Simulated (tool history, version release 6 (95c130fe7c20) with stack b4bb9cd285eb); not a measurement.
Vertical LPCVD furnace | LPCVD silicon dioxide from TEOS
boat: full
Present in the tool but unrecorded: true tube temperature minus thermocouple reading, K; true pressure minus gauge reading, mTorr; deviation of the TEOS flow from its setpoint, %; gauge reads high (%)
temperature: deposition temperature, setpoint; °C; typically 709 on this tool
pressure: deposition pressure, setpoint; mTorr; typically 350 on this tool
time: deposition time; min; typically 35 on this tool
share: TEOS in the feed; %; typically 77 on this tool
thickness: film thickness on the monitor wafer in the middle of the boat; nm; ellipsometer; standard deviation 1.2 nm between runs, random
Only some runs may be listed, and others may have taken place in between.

run,hour,temperature,pressure,time,share,wafers since the last listed run,hours since the last temperature calibration,hours since the pressure gauge was zeroed,hours since the TEOS flow controller was replaced,hours since the gauge calibration,"read-back reference wafer on the same gauge, thickness",thickness
1,0,703,350,24,77,0,1769.8,2280.6,4137.5,637.5,372.02,225.4
2,60,709,350,30,77,917,1829.8,2340.6,4197.5,697.5,371.43,322.59
3,103.9,709,350,35,77,671,1873.7,2384.5,4241.4,741.4,372.15,375.68
4,170,704,350,35,87,1011,1939.8,2450.6,4307.5,807.5,372.23,357.98
5,199.8,704,350,35,87,455,1969.6,2480.4,4337.3,837.3,371.95,358.72
# hour 265.7: pressure gauge zeroed
6,266.2,704,350,35,87,648,2036,0.5,4403.7,903.7,371.88,356.59
7,293.5,709,405,35,77,417,2063.3,27.8,4431,931,371.83,405.6
# hour 321.2: gauge calibrated
8,337,709,405,35,77,665,2106.8,71.3,4474.5,15.8,371.93,407.79
# hour 397.7: thermocouples replaced and temperature profile calibrated
9,402.1,701,385,38.5,71,628,4.4,136.4,4539.6,80.9,371.84,321.22
10,437.6,709,350,35,77,542,39.9,171.9,4575.1,116.4,372.18,348.26
11,487.7,700,350,30,77,766,90,222,4625.2,166.5,372.38,243.72
# hour 518.2: TEOS flow controller replaced
12,558.3,709,420,35,77,712,160.6,292.6,40.1,237.1,371.69,388.22
13,624.1,709,290,44.5,88,1006,226.4,358.4,105.9,302.9,371.48,439.58
14,658.8,709,350,35,77,530,261.1,393.1,140.6,337.6,371.35,356.49
15,700.6,709,350,35,77,639,302.9,434.9,182.4,379.4,372.15,353.67
16,733.4,702,350,35,77,501,335.7,467.7,215.2,412.2,371.77,305.49

For each entry between runs, how does the tool's hidden state at the last listed run before it compare with that at the first listed run after it?
After run 5, before run 6: pressure gauge zeroed (hour 265.7)
  true tube temperature minus thermocouple reading, K: 3.48 -> 3.51
  measured result minus the result with no hidden state, thickness: +27.61 -> +27.62 nm
After run 7, before run 8: gauge calibrated (hour 321.2)
  true tube temperature minus thermocouple reading, K: 3.52 -> 3.53
  measured result minus the result with no hidden state, thickness: +31.18 -> +31.47 nm
After run 8, before run 9: thermocouples replaced and temperature profile calibrated (hour 397.7)
  true tube temperature minus thermocouple reading, K: 3.53 -> 0.0766
  measured result minus the result with no hidden state, thickness: +31.47 -> +0.57 nm
After run 11, before run 12: TEOS flow controller replaced (hour 518.2)
  true tube temperature minus thermocouple reading, K: 0.428 -> 0.69
  measured result minus the result with no hidden state, thickness: +2.41 -> +6.06 nm
